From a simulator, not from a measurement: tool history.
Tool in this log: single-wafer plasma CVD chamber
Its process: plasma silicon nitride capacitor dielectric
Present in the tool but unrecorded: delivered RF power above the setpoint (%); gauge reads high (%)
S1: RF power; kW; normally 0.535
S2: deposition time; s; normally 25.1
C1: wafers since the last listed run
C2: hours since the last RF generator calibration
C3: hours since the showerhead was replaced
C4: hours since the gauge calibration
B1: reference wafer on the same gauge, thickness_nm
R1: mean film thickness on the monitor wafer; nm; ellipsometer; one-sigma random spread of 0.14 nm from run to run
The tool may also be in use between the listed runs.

run	day	S1	S2	C1	C2	C3	C4	B1	R1
1	0.000	0.605	25.1	0	1246.4	6118.1	420.4	44.801	38.059
# day 0.483: RF generator calibrated
2	1.700	0.605	25.1	659	29.2	6158.9	461.2	44.803	39.974
3	4.679	0.535	23.5	1437	100.7	6230.4	532.7	44.856	35.230
4	7.475	0.535	23.5	1348	167.8	6297.5	599.8	44.913	35.133
5	10.171	0.535	23.5	1300	232.5	6362.2	664.5	44.731	35.206
6	11.879	0.485	22.0	824	273.5	6403.2	705.5	44.788	31.283
7	14.104	0.485	22.0	1073	326.9	6456.6	758.9	44.825	31.242
8	16.100	0.485	22.0	962	374.8	6504.5	806.8	44.804	31.417
9	18.754	0.535	25.1	1280	438.5	6568.2	870.5	44.780	37.271
10	21.512	0.535	25.1	1330	504.7	6634.4	936.7	44.806	37.388
11	23.138	0.535	25.1	783	543.7	6673.4	975.7	44.734	37.413
12	26.446	0.485	25.1	1595	623.1	6752.8	1055.1	44.747	35.608
13	27.992	0.485	25.1	745	660.2	6789.9	1092.2	44.921	35.463
14	36.646	0.535	25.1	4174	867.9	6997.6	1299.9	44.700	36.906
15	39.425	0.535	25.1	1340	934.6	7064.3	1366.6	44.708	36.956
# day 40.167: showerhead replaced
# day 41.875: gauge calibrated
16	42.375	0.535	25.1	1262	1005.4	53.0	12.0	44.747	36.545
# day 43.375: RF generator calibrated
17	44.421	0.470	28.2	826	25.1	102.1	61.1	44.793	39.738
18	47.383	0.610	25.1	1429	96.2	173.2	132.2	44.834	39.702
19	54.479	0.475	21.6	3423	266.5	343.5	302.5	44.763	30.546
20	56.704	0.595	25.1	1073	319.9	396.9	355.9	44.828	39.413
21	57.808	0.620	25.1	532	346.4	423.4	382.4	44.890	40.108
22	59.800	0.470	23.3	960	394.2	471.2	430.2	44.829	32.612
23	61.088	0.505	25.1	621	425.1	502.1	461.1	44.816	36.267
24	62.721	0.475	29.4	787	464.3	541.3	500.3	44.753	41.255
25	69.825	0.630	25.1	3427	634.8	711.8	670.8	44.801	40.126
26	72.408	0.535	25.1	1246	696.8	773.8	732.8	44.763	37.264
27	74.296	0.575	27.4	910	742.1	819.1	778.1	44.837	42.021
28	75.529	0.460	20.2	594	771.7	848.7	807.7	44.774	27.558
29	78.071	0.485	25.1	1226	832.7	909.7	868.7	44.867	35.209
30	80.846	0.535	25.1	1338	899.3	976.3	935.3	44.713	36.829

3 ways to go on from here, each from the tool as it stands after run 30. What would each give?
A	80.862	0.535	25.1	8	899.7	976.7	935.7	?	?
B	80.862	0.535	28.5	8	899.7	976.7	935.7	?	?
C	80.862	0.585	23.6	8	899.7	976.7	935.7	?	?

run	B1	R1
A	44.755	36.841
B	44.755	41.831
C	44.755	36.111
Stripped of hidden state, with their random variation kept, the same runs would have yielded:
run	R1
A	37.532
B	42.616
C	36.788
